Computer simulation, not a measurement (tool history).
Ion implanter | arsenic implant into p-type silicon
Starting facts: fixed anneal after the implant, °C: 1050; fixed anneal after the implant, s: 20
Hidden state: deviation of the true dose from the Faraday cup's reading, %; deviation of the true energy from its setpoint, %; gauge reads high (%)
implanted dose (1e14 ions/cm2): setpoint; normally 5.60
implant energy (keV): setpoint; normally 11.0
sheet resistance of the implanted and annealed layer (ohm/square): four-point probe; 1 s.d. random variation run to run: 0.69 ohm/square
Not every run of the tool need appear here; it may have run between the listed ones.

| run | hour | implanted dose (1e14 ions/cm2) | implant energy (keV) | wafers since the last listed run | hours since the last dose calibration | hours since the extraction supply was calibrated | hours since the gauge calibration | read-back reference wafer on the same gauge, sheet resistance | sheet resistance of the implanted and annealed layer (ohm/square) |
|---|---|---|---|---|---|---|---|---|---|
| 1 | 0.0 | 5.60 | 11.0 | 0 | 1034.7 | 4996.7 | 537.1 | 176.28 | 197.48 |
| 2 | 52.8 | 5.60 | 11.0 | 1031 | 1087.5 | 5049.5 | 589.9 | 175.92 | 198.33 |
| 3 | 153.1 | 5.60 | 9.0 | 1959 | 1187.8 | 5149.8 | 690.2 | 176.29 | 198.55 |
| 4 | 216.1 | 5.60 | 11.0 | 1230 | 1250.8 | 5212.8 | 753.2 | 175.85 | 197.65 |
| 5 | 322.9 | 5.60 | 11.0 | 2086 | 1357.6 | 5319.6 | 860.0 | 176.00 | 198.04 |
| 6 | 367.8 | 5.60 | 13.5 | 877 | 1402.5 | 5364.5 | 904.9 | 176.17 | 195.11 |
| 7 | 410.0 | 5.60 | 11.0 | 824 | 1444.7 | 5406.7 | 947.1 | 176.17 | 197.56 |
| 8 | 501.0 | 5.60 | 11.0 | 1777 | 1535.7 | 5497.7 | 1038.1 | 175.81 | 197.74 |
| 9 | 560.9 | 5.60 | 11.0 | 1170 | 1595.6 | 5557.6 | 1098.0 | 176.03 | 198.57 |
|  | 579.4 | Faraday cup replaced and dose calibrated |
| 10 | 602.7 | 4.87 | 11.0 | 660 | 23.3 | 5599.4 | 1139.8 | 175.75 | 219.03 |
|  | 663.0 | gauge calibrated |
| 11 | 693.2 | 4.87 | 11.0 | 1768 | 113.8 | 5689.9 | 30.2 | 175.85 | 219.33 |
| 12 | 755.1 | 4.87 | 11.0 | 1209 | 175.7 | 5751.8 | 92.1 | 176.02 | 219.94 |
| 13 | 797.3 | 5.60 | 11.0 | 824 | 217.9 | 5794.0 | 134.3 | 176.07 | 197.39 |
| 14 | 845.1 | 5.60 | 11.0 | 933 | 265.7 | 5841.8 | 182.1 | 176.09 | 198.17 |
| 15 | 906.7 | 5.60 | 10.0 | 1203 | 327.3 | 5903.4 | 243.7 | 176.02 | 197.99 |
| 16 | 1095.7 | 6.91 | 9.5 | 3692 | 516.3 | 6092.4 | 432.7 | 175.97 | 168.79 |
| 17 | 1147.8 | 4.87 | 11.0 | 1017 | 568.4 | 6144.5 | 484.8 | 175.93 | 219.59 |
|  | 1157.1 | extraction supply calibrated |
| 18 | 1215.3 | 3.99 | 9.5 | 1162 | 635.9 | 58.2 | 552.3 | 176.17 | 257.94 |
| 19 | 1286.3 | 7.05 | 15.0 | 1387 | 706.9 | 129.2 | 623.3 | 175.94 | 162.46 |
| 20 | 1356.1 | 5.60 | 11.0 | 1363 | 776.7 | 199.0 | 693.1 | 176.00 | 196.59 |
| 21 | 1419.1 | 5.60 | 7.0 | 1230 | 839.7 | 262.0 | 756.1 | 175.90 | 200.85 |

Forecast run 22:
| 22 | 1503.8 | 5.13 | 8.0 | 1654 | 924.4 | 346.7 | 840.8 | ? | ? |

Logged for run 22: read-back reference wafer on the same gauge, sheet resistance 175.66, sheet resistance of the implanted and annealed layer (ohm/square) 213.74.
With no hidden state in the tool, this same run would have given sheet resistance of the implanted and annealed layer (ohm/square) 213.74.
